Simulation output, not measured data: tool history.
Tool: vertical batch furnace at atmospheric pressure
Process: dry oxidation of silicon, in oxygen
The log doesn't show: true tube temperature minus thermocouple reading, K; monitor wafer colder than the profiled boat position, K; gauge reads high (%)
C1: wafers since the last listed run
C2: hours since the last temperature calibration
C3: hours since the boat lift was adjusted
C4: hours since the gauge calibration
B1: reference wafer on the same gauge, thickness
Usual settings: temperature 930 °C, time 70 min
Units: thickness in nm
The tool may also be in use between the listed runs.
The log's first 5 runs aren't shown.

Run 6, day 13.908: usual settings but time 95 min; C1 383; C2 3753.5; C3 2641.2; C4 1383.3; B1 50.69. Result: thickness 49.58 nm.
Run 7, day 16.704: usual settings but time 95 min; C1 604; C2 3820.6; C3 2708.3; C4 1450.4; B1 50.67. Result: thickness 49.78 nm.
Run 8, day 19.038: usual settings; C1 504; C2 3876.6; C3 2764.3; C4 1506.4; B1 50.64. Result: thickness 43.27 nm.
Run 9, day 23.079: usual settings; C1 873; C2 3973.6; C3 2861.3; C4 1603.4; B1 50.67. Result: thickness 42.89 nm.
Run 10, day 26.125: usual settings; C1 658; C2 4046.7; C3 2934.4; C4 1676.5; B1 50.74. Result: thickness 42.94 nm.
Run 11, day 27.888: usual settings; C1 381; C2 4089; C3 2976.7; C4 1718.8; B1 50.68. Result: thickness 42.99 nm.
Run 12, day 30.567: usual settings; C1 579; C2 4153.3; C3 3041; C4 1783.1; B1 50.64. Result: thickness 43.37 nm.
Run 13, day 32.388: usual settings; C1 393; C2 4197; C3 3084.7; C4 1826.8; B1 50.69. Result: thickness 43.17 nm.
Run 14, day 36.212: usual settings but temperature 938 °C; C1 827; C2 4288.8; C3 3176.5; C4 1918.6; B1 50.71. Result: thickness 45.25 nm.
Run 15, day 40.567: usual settings but temperature 938 °C; C1 941; C2 4393.3; C3 3281; C4 2023.1; B1 50.66. Result: thickness 45.16 nm.
At day 42.383: boat lift adjusted.
Run 16, day 44.175: usual settings; C1 564; C2 4479.9; C3 43; C4 2109.7; B1 50.7. Result: thickness 44.21 nm.
Run 17, day 46.862: usual settings; C1 581; C2 4544.4; C3 107.5; C4 2174.2; B1 50.7. Result: thickness 43.95 nm.
Run 18, day 50.938: usual settings but temperature 954 °C, time 36 min; C1 881; C2 4642.2; C3 205.3; C4 2272; B1 50.72. Result: thickness 38.69 nm.
Run 19, day 52.938: usual settings; C1 432; C2 4690.2; C3 253.3; C4 2320; B1 50.68. Result: thickness 43.98 nm.
Run 20, day 58.917: usual settings but temperature 942 °C, time 81.5 min; C1 1292; C2 4833.7; C3 396.8; C4 2463.5; B1 50.71. Result: thickness 51.22 nm.
Run 21, day 62.967: usual settings but temperature 943 °C, time 103.5 min; C1 875; C2 4930.9; C3 494; C4 2560.7; B1 50.73. Result: thickness 57.95 nm.
Run 22, day 66.175: usual settings but temperature 920 °C, time 93.5 min; C1 693; C2 5007.9; C3 571; C4 2637.7; B1 50.7. Result: thickness 46.22 nm.
Run 23, day 68.092: usual settings; C1 414; C2 5053.9; C3 617; C4 2683.7; B1 50.68. Result: thickness 43.67 nm.
At day 69.333: gauge calibrated.
Run 24, day 76.567: usual settings but temperature 923 °C, time 94 min; C1 1832; C2 5257.3; C3 820.4; C4 173.6; B1 50.71. Result: thickness 47.3 nm.
Run 25, day 78.725: usual settings; C1 466; C2 5309.1; C3 872.2; C4 225.4; B1 50.69. Result: thickness 43.5 nm.
Run 26, day 80.729: usual settings but temperature 949 °C, time 58 min; C1 433; C2 5357.2; C3 920.3; C4 273.5; B1 50.69. Result: thickness 45.08 nm.

Forecast run 27:
At day 82.117: thermocouples replaced and temperature profile calibrated.
Run 27, day 83.296: usual settings; C1 338; C2 28.3; C3 981.9; C4 335.1; B1 ?. Result: thickness ?.

B1: 50.72
thickness: 43.39 nm
Without the tool's hidden state the same run would have given thickness 44.25 nm.

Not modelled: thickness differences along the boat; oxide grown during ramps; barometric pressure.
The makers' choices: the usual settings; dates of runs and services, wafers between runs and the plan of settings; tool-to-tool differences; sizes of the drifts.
